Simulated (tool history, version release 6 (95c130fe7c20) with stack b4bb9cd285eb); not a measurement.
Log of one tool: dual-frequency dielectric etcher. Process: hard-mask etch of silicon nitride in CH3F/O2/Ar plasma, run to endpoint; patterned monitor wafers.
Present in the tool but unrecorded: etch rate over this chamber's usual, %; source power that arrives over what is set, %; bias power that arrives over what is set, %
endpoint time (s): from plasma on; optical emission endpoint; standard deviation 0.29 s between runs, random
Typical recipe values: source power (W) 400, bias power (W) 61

run,day,source power (W),bias power (W),wafers since the last listed run,hours since the last wet clean,hours since the last source power generator calibration,hours since the last bias power generator calibration,hours since the last upper electrode change,"incoming incoming film thickness, nm",endpoint time (s)
1,0.000,400,61,0,263.7,2976.3,3174.6,2323.1,38.30,54.3
2,4.258,400,61,1656,365.9,3078.5,3276.8,2425.3,38.07,53.6
3,7.125,400,61,1115,434.7,3147.3,3345.6,2494.1,38.28,53.5
4,11.504,400,61,1703,539.8,3252.4,3450.7,2599.2,37.93,52.9
5,15.442,400,61,1532,634.3,3346.9,3545.2,2693.7,38.03,52.5
6,17.579,400,61,831,685.6,3398.2,3596.5,2745.0,38.48,53.5
7,20.550,400,61,1155,756.9,3469.5,3667.8,2816.3,37.67,52.6
# day 23.833: wet clean of the chamber
8,23.854,330,72,896,0.5,3548.8,3747.1,2895.6,38.22,56.4
9,26.296,330,72,950,59.1,3607.4,3805.7,2954.2,37.91,55.6
10,33.012,330,72,2613,220.3,3768.6,3966.9,3115.4,38.72,56.3
# day 33.583: bias power generator calibrated
11,43.925,400,61,4181,482.2,4030.5,248.2,3377.3,38.36,54.1
12,48.033,400,61,1598,580.8,4129.1,346.8,3475.9,38.05,52.7
13,52.125,470,47,1592,679.0,4227.3,445.0,3574.1,38.15,53.7
# day 53.308: wet clean of the chamber
14,56.438,490,50,1288,75.1,4330.8,548.5,3677.6,38.00,52.4
15,58.721,330,68,888,129.9,4385.6,603.3,3732.4,37.86,56.3
16,62.988,350,72,1660,232.3,4488.0,705.7,3834.8,38.18,54.0
17,66.975,330,48,1551,328.0,4583.7,801.4,3930.5,38.34,60.9
18,71.208,400,61,1647,429.6,4685.3,903.0,4032.1,38.36,54.3
19,74.504,470,65,1282,508.7,4764.4,982.1,4111.2,38.21,49.5
20,78.562,350,61,1579,606.1,4861.8,1079.5,4208.6,38.02,55.2
# day 81.375: source power generator calibrated
# day 81.683: wet clean of the chamber
21,81.704,400,68,1037,0.5,7.9,1154.9,4284.0,38.54,53.5
# day 83.096: upper electrode replaced, of another model than before
22,85.000,300,74,893,79.6,87.0,1234.0,45.7,38.26,57.3
23,87.742,400,61,1066,145.4,152.8,1299.8,111.5,38.40,54.1
24,91.804,430,61,1580,242.9,250.3,1397.3,209.0,38.42,52.8
25,94.938,400,66,1219,318.1,325.5,1472.5,284.2,38.12,52.3
26,98.025,440,75,1201,392.2,399.6,1546.6,358.3,38.08,47.3
27,100.150,400,61,826,443.2,450.6,1597.6,409.3,38.32,53.9
28,102.804,310,72,1032,506.9,514.3,1661.3,473.0,38.33,56.5
29,106.650,400,61,1496,599.2,606.6,1753.6,565.3,38.11,52.9
# day 110.117: wet clean of the chamber
30,110.900,360,48,1264,18.8,708.6,1855.6,667.3,38.45,63.4
31,113.758,400,61,1112,87.4,777.2,1924.2,735.9,38.07,54.1
32,116.404,490,47,1029,150.9,840.7,1987.7,799.4,38.17,54.9
33,120.633,460,73,1645,252.4,942.2,2089.2,900.9,38.51,47.6
34,123.904,300,48,1272,330.9,1020.7,2167.7,979.4,38.42,68.2

Below, some changes in endpoint time (s) between adjacent runs. For each, the amount present without the hidden state too (settings, incoming material, random variation) and the amount remaining for the hidden state with gauge scatter not shared by both compared results:
Run 7 -> 8: source power (W) 400 -> 330, bias power (W) 61 -> 72, wet clean of the chamber. endpoint time (s) +3.8: hidden state +2.1, all else +1.7.
Run 13 -> 14: source power (W) 470 -> 490, bias power (W) 47 -> 50, wet clean of the chamber. endpoint time (s) -1.3: hidden state +1.2, all else -2.5.
Run 20 -> 21: source power (W) 350 -> 400, bias power (W) 61 -> 68, source power generator calibrated, wet clean of the chamber. endpoint time (s) -1.7: hidden state +1.5, all else -3.2.
Run 29 -> 30: source power (W) 400 -> 360, bias power (W) 61 -> 48, wet clean of the chamber. endpoint time (s) +10.5: hidden state +1.2, all else +9.3.
Run 30 -> 31: source power (W) 360 -> 400, bias power (W) 48 -> 61. endpoint time (s) -9.3: hidden state -0.1, all else -9.2.
Run 33 -> 34: source power (W) 460 -> 300, bias power (W) 73 -> 48. endpoint time (s) +20.6: hidden state -0.5, all else +21.1.
